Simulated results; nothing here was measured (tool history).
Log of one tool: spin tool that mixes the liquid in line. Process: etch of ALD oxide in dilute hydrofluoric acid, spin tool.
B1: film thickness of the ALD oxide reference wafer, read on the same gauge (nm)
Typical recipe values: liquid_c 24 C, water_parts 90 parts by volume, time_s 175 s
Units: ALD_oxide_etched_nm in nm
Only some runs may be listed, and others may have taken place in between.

run 1 hour=0 | liquid_c=24 water_parts=70 time_s=175 | B1=69.98 | ALD_oxide_etched_nm=50.59
run 2 hour=47.6 | liquid_c=24 water_parts=70 time_s=175 | B1=69.95 | ALD_oxide_etched_nm=51.44
run 3 hour=104.7 | liquid_c=24 water_parts=105 time_s=175 | B1=70.05 | ALD_oxide_etched_nm=32.86
run 4 hour=169.7 | liquid_c=24 water_parts=90 time_s=175 | B1=70 | ALD_oxide_etched_nm=38.72
run 5 hour=221.8 | liquid_c=24 water_parts=90 time_s=175 | B1=69.98 | ALD_oxide_etched_nm=38.78
run 6 hour=262.4 | liquid_c=24 water_parts=90 time_s=175 | B1=70 | ALD_oxide_etched_nm=38.6
run 7 hour=293.7 | liquid_c=24 water_parts=90 time_s=175 | B1=70.03 | ALD_oxide_etched_nm=38.69
run 8 hour=329.6 | liquid_c=24 water_parts=90 time_s=175 | B1=69.98 | ALD_oxide_etched_nm=38.7
run 9 hour=369.1 | liquid_c=27.5 water_parts=90 time_s=175 | B1=70.04 | ALD_oxide_etched_nm=44.39
run 10 hour=426.2 | liquid_c=24 water_parts=90 time_s=175 | B1=70 | ALD_oxide_etched_nm=38.45
run 11 hour=473.8 | liquid_c=24 water_parts=90 time_s=175 | B1=70.01 | ALD_oxide_etched_nm=39.09
run 12 hour=524.7 | liquid_c=24 water_parts=90 time_s=175 | B1=70 | ALD_oxide_etched_nm=38.73
run 13 hour=571.4 | liquid_c=24 water_parts=90 time_s=175 | B1=70.01 | ALD_oxide_etched_nm=40.32
run 14 hour=623.4 | liquid_c=24 water_parts=70 time_s=175 | B1=69.97 | ALD_oxide_etched_nm=53.71
run 15 hour=661.7 | liquid_c=28 water_parts=120 time_s=175 | B1=70 | ALD_oxide_etched_nm=34.01
run 16 hour=692.5 | liquid_c=24 water_parts=90 time_s=175 | B1=69.98 | ALD_oxide_etched_nm=40.73
run 17 hour=762.3 | liquid_c=22.5 water_parts=120 time_s=275 | B1=70.04 | ALD_oxide_etched_nm=43.76
run 18 hour=826.9 | liquid_c=26 water_parts=130 time_s=270 | B1=69.97 | ALD_oxide_etched_nm=43.93
run 19 hour=884.1 | liquid_c=24 water_parts=90 time_s=175 | B1=70.02 | ALD_oxide_etched_nm=40.26
run 20 hour=940.6 | liquid_c=25.5 water_parts=135 time_s=225 | B1=70.03 | ALD_oxide_etched_nm=34.94
run 21 hour=966.3 | liquid_c=24 water_parts=90 time_s=175 | B1=70.01 | ALD_oxide_etched_nm=40.19
run 22 hour=1015.3 | liquid_c=26 water_parts=90 time_s=110 | B1=70.01 | ALD_oxide_etched_nm=27.7
run 23 hour=1081.5 | liquid_c=20 water_parts=50 time_s=210 | B1=69.94 | ALD_oxide_etched_nm=77.91
run 24 hour=1131.7 | liquid_c=20 water_parts=90 time_s=175 | B1=69.97 | ALD_oxide_etched_nm=33.91
run 25 hour=1202.4 | liquid_c=24 water_parts=120 time_s=85 | B1=70.04 | ALD_oxide_etched_nm=13.94
run 26 hour=1260.8 | liquid_c=25.5 water_parts=90 time_s=105 | B1=69.97 | ALD_oxide_etched_nm=25.3
run 27 hour=1288.8 | liquid_c=22 water_parts=120 time_s=245 | B1=70.06 | ALD_oxide_etched_nm=37.29
run 28 hour=1340.2 | liquid_c=27.5 water_parts=120 time_s=175 | B1=70.02 | ALD_oxide_etched_nm=32.96
run 29 hour=1403.3 | liquid_c=22.5 water_parts=90 time_s=140 | B1=69.98 | ALD_oxide_etched_nm=29.52
run 30 hour=1530.8 | liquid_c=24 water_parts=115 time_s=100 | B1=69.96 | ALD_oxide_etched_nm=17.07
run 31 hour=1609.5 | liquid_c=24 water_parts=90 time_s=205 | B1=69.99 | ALD_oxide_etched_nm=46.23
run 32 hour=1672.2 | liquid_c=24 water_parts=90 time_s=175 | B1=69.98 | ALD_oxide_etched_nm=38.87
run 33 hour=1731.2 | liquid_c=26 water_parts=90 time_s=110 | B1=70.05 | ALD_oxide_etched_nm=27.25
run 34 hour=1771.2 | liquid_c=25.5 water_parts=135 time_s=90 | B1=69.98 | ALD_oxide_etched_nm=13.67

Removed from this log: 5 entries logged between the listed runs. Between which two listed runs does each belong, and how does the tool's hidden state at the listed run before it compare with that at the listed run after it?
Runs 5 to 6: thermometer replaced (hour 242.6)
  hydrofluoric acid flow below the setpoint (%): 4.66 -> 4.75
  measured less the result without the state, ALD_oxide_etched_nm: -2.12 -> -2.15 nm
Runs 12 to 13: hydrofluoric acid flow meter replaced (hour 546.9)
  hydrofluoric acid flow below the setpoint (%): 5.32 -> 0.542
  measured less the result without the state, ALD_oxide_etched_nm: -2.44 -> -0.24 nm
Runs 17 to 18: thermometer replaced (hour 770.9)
  hydrofluoric acid flow below the setpoint (%): 0.961 -> 1.1
  measured less the result without the state, ALD_oxide_etched_nm: -0.49 -> -0.57 nm
Runs 24 to 25: gauge calibrated (hour 1182.6)
  hydrofluoric acid flow below the setpoint (%): 1.77 -> 1.93
  measured less the result without the state, ALD_oxide_etched_nm: -0.68 -> -0.31 nm
Runs 28 to 29: thermometer replaced (hour 1355.8)
  hydrofluoric acid flow below the setpoint (%): 2.23 -> 2.37
  measured less the result without the state, ALD_oxide_etched_nm: -0.87 -> -0.79 nm
